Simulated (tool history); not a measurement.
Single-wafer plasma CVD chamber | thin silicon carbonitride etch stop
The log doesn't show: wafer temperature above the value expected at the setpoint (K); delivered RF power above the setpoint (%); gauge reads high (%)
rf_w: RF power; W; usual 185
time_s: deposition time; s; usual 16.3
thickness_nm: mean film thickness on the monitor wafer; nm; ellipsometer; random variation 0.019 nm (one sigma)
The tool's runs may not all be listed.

run,hour,rf_w,time_s,wafers since the last listed run,hours since the last thermocouple change,hours since the last RF generator calibration,hours since the showerhead was replaced,hours since the gauge calibration,"read-back reference wafer on the same gauge, thickness_nm",thickness_nm
1,0.0,185,17.4,0,1474.2,1888.1,4394.8,256.8,7.364,9.088
2,11.6,185,18.5,302,1485.8,1899.7,4406.4,268.4,7.372,9.661
3,27.0,185,18.5,401,1501.2,1915.1,4421.8,283.8,7.368,9.638
4,41.6,185,18.5,380,1515.8,1929.7,4436.4,298.4,7.367,9.595
5,57.7,165,16.3,419,1531.9,1945.8,4452.5,314.5,7.372,8.142
6,103.1,185,14.6,1183,1577.3,1991.2,4497.9,359.9,7.373,7.618
7,116.9,195,14.8,359,1591.1,2005.0,4511.7,373.7,7.368,7.870
8,129.6,195,14.8,330,1603.8,2017.7,4524.4,386.4,7.367,7.860
9,160.3,185,16.3,799,1634.5,2048.4,4555.1,417.1,7.370,8.505
10,171.6,185,16.3,294,1645.8,2059.7,4566.4,428.4,7.366,8.470
# hour 179.7: RF generator calibrated
# hour 189.8: showerhead replaced
11,190.3,175,15.2,70,1664.5,10.6,0.5,447.1,7.370,8.023
12,196.5,175,15.2,161,1670.7,16.8,6.7,453.3,7.369,7.998
13,206.8,215,16.3,268,1681.0,27.1,17.0,463.6,7.371,9.277
# hour 217.2: thermocouple changed; heater temperature recalibrated
14,220.2,215,16.3,140,3.0,40.5,30.4,477.0,7.372,9.255
15,232.3,165,18.4,315,15.1,52.6,42.5,489.1,7.372,9.496
16,243.6,165,18.4,294,26.4,63.9,53.8,500.4,7.370,9.459
17,254.3,155,16.3,278,37.1,74.6,64.5,511.1,7.368,8.192
# hour 255.1: gauge calibrated
18,267.6,185,19.1,346,50.4,87.9,77.8,12.5,7.371,10.250
19,274.8,210,16.3,187,57.6,95.1,85.0,19.7,7.371,9.155
20,313.7,170,17.3,1013,96.5,134.0,123.9,58.6,7.372,8.971
21,325.6,195,14.8,310,108.4,145.9,135.8,70.5,7.375,8.073
22,332.0,185,16.3,166,114.8,152.3,142.2,76.9,7.366,8.704
23,343.1,215,13.4,289,125.9,163.4,153.3,88.0,7.363,7.565
24,356.8,200,13.3,356,139.6,177.1,167.0,101.7,7.370,7.317
25,368.8,205,14.6,312,151.6,189.1,179.0,113.7,7.374,8.103
26,378.6,210,18.1,255,161.4,198.9,188.8,123.5,7.368,10.146
27,388.3,175,18.1,252,171.1,208.6,198.5,133.2,7.372,9.469
28,399.5,175,15.4,291,182.3,219.8,209.7,144.4,7.375,8.064
29,451.1,220,17.5,1344,233.9,271.4,261.3,196.0,7.376,9.873
30,468.7,220,14.5,458,251.5,289.0,278.9,213.6,7.370,8.233
31,478.4,185,16.3,252,261.2,298.7,288.6,223.3,7.365,8.677
32,490.2,170,16.3,307,273.0,310.5,300.4,235.1,7.374,8.396
33,500.7,175,16.3,273,283.5,321.0,310.9,245.6,7.362,8.489
34,509.4,165,17.4,226,292.2,329.7,319.6,254.3,7.367,8.874
35,527.1,160,13.8,461,309.9,347.4,337.3,272.0,7.367,6.954
36,541.1,160,14.8,364,323.9,361.4,351.3,286.0,7.372,7.427
37,557.8,165,17.2,435,340.6,378.1,368.0,302.7,7.366,8.738

Some steps in thickness_nm between neighbouring runs. How much of each would the tool show without its hidden state too (settings, what came in, random variation), and how much is left for the hidden state, with any gauge scatter that isn't in both results?
Run 4 -> 5: rf_w 185 -> 165, time_s 18.5 -> 16.3. thickness_nm -1.453 nm: hidden state +0.049, all else -1.502.
Run 10 -> 11: rf_w 185 -> 175, time_s 16.3 -> 15.2, RF generator calibrated, showerhead replaced. thickness_nm -0.447 nm: hidden state +0.277, all else -0.724.
Run 17 -> 18: rf_w 155 -> 185, time_s 16.3 -> 19.1, gauge calibrated. thickness_nm +2.058 nm: hidden state -0.015, all else +2.073.
Run 25 -> 26: rf_w 205 -> 210, time_s 14.6 -> 18.1. thickness_nm +2.043 nm: hidden state -0.022, all else +2.065.
Run 28 -> 29: rf_w 175 -> 220, time_s 15.4 -> 17.5. thickness_nm +1.809 nm: hidden state -0.037, all else +1.846.
Run 34 -> 35: rf_w 165 -> 160, time_s 17.4 -> 13.8. thickness_nm -1.920 nm: hidden state +0.023, all else -1.943.
